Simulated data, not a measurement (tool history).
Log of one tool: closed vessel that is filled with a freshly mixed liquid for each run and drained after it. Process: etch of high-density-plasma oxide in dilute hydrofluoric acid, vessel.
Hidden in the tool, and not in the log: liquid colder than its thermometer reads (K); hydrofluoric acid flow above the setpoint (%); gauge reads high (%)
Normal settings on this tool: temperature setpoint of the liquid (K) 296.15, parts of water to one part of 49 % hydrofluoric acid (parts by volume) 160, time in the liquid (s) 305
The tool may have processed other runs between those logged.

| run | hour | temperature setpoint of the liquid (K) | parts of water to one part of 49 % hydrofluoric acid (parts by volume) | time in the liquid (s) | wafers since the last listed run | hours since the thermometer was replaced | hours since the hydrofluoric acid flow meter was replaced | hours since the gauge calibration | read-back film thickness of the high-density-plasma oxide reference wafer, read on the same gauge (nm) | thickness taken off the high-density-plasma oxide on a monitor wafer (angstrom) |
|---|---|---|---|---|---|---|---|---|---|---|
| 1 | 0 | 296.15 | 210 | 405 | 0 | 422.2 | 882.3 | 456.9 | 70 | 116.5 |
|  | 101.4 | gauge calibrated |
| 2 | 125.7 | 296.15 | 210 | 405 | 10956 | 547.9 | 1008 | 24.3 | 70.01 | 116.4 |
| 3 | 187.8 | 296.15 | 160 | 305 | 5413 | 610 | 1070.1 | 86.4 | 69.95 | 122 |
| 4 | 251.8 | 296.15 | 160 | 305 | 5578 | 674 | 1134.1 | 150.4 | 70 | 121.1 |
| 5 | 278.3 | 296.15 | 160 | 305 | 2309 | 700.5 | 1160.6 | 176.9 | 70 | 120.9 |
| 6 | 309 | 296.15 | 160 | 305 | 2676 | 731.2 | 1191.3 | 207.6 | 70.02 | 121.1 |
|  | 330 | thermometer replaced |
| 7 | 340.9 | 296.15 | 160 | 305 | 2693 | 10.9 | 1223.2 | 239.5 | 70.02 | 125 |
| 8 | 383.2 | 297.65 | 160 | 305 | 3687 | 53.2 | 1265.5 | 281.8 | 70.01 | 132.3 |
| 9 | 422.7 | 297.65 | 160 | 305 | 3443 | 92.7 | 1305 | 321.3 | 70.02 | 132.1 |
| 10 | 482.5 | 297.65 | 160 | 305 | 5212 | 152.5 | 1364.8 | 381.1 | 70 | 132.2 |
| 11 | 526.5 | 297.65 | 130 | 470 | 3835 | 196.5 | 1408.8 | 425.1 | 69.99 | 258.6 |
| 12 | 559.2 | 296.15 | 160 | 305 | 2850 | 229.2 | 1441.5 | 457.8 | 70.02 | 124.7 |
|  | 620.4 | gauge calibrated |
| 13 | 623.2 | 298.15 | 180 | 420 | 5578 | 293.2 | 1505.5 | 2.8 | 70.03 | 161.2 |
| 14 | 659.3 | 300.65 | 160 | 305 | 3146 | 329.3 | 1541.6 | 38.9 | 70 | 148.1 |
|  | 704.2 | hydrofluoric acid flow meter replaced |
| 15 | 704.7 | 296.15 | 160 | 305 | 3870 | 374.7 | 0.5 | 84.3 | 69.99 | 116.4 |
| 16 | 735.5 | 296.15 | 220 | 305 | 2684 | 405.5 | 31.3 | 115.1 | 70.03 | 79.3 |
| 17 | 785.2 | 296.15 | 160 | 305 | 4332 | 455.2 | 81 | 164.8 | 70.02 | 116.7 |
| 18 | 843.8 | 296.15 | 160 | 405 | 5107 | 513.8 | 139.6 | 223.4 | 70.01 | 154.6 |
| 19 | 885.3 | 296.15 | 160 | 305 | 3617 | 555.3 | 181.1 | 264.9 | 69.96 | 116.3 |
| 20 | 919.7 | 298.65 | 190 | 305 | 2998 | 589.7 | 215.5 | 299.3 | 70.02 | 105 |

5 ways to go on from here, each from the tool as it stands after run 20. What would each give?
| A | 920.4 | 296.15 | 160 | 135 | 61 | 590.4 | 216.2 | 300 | ? | ? |
| B | 920.4 | 296.15 | 125 | 200 | 61 | 590.4 | 216.2 | 300 | ? | ? |
| C | 920.4 | 300.65 | 110 | 430 | 61 | 590.4 | 216.2 | 300 | ? | ? |
| D | 920.4 | 300.15 | 230 | 130 | 61 | 590.4 | 216.2 | 300 | ? | ? |
| E | 920.4 | 296.15 | 100 | 370 | 61 | 590.4 | 216.2 | 300 | ? | ? |

| run | read-back film thickness of the high-density-plasma oxide reference wafer, read on the same gauge (nm) | thickness taken off the high-density-plasma oxide on a monitor wafer (angstrom) |
|---|---|---|
| A | 70 | 51.5 |
| B | 70 | 101.6 |
| C | 70 | 301.1 |
| D | 70 | 37.1 |
| E | 70 | 241.8 |
The same runs, with their run-to-run variation unchanged, on a tool lacking any hidden condition would have given:
| run | thickness taken off the high-density-plasma oxide on a monitor wafer (angstrom) |
|---|---|
| A | 52.2 |
| B | 102.9 |
| C | 304.8 |
| D | 37.5 |
| E | 245.1 |
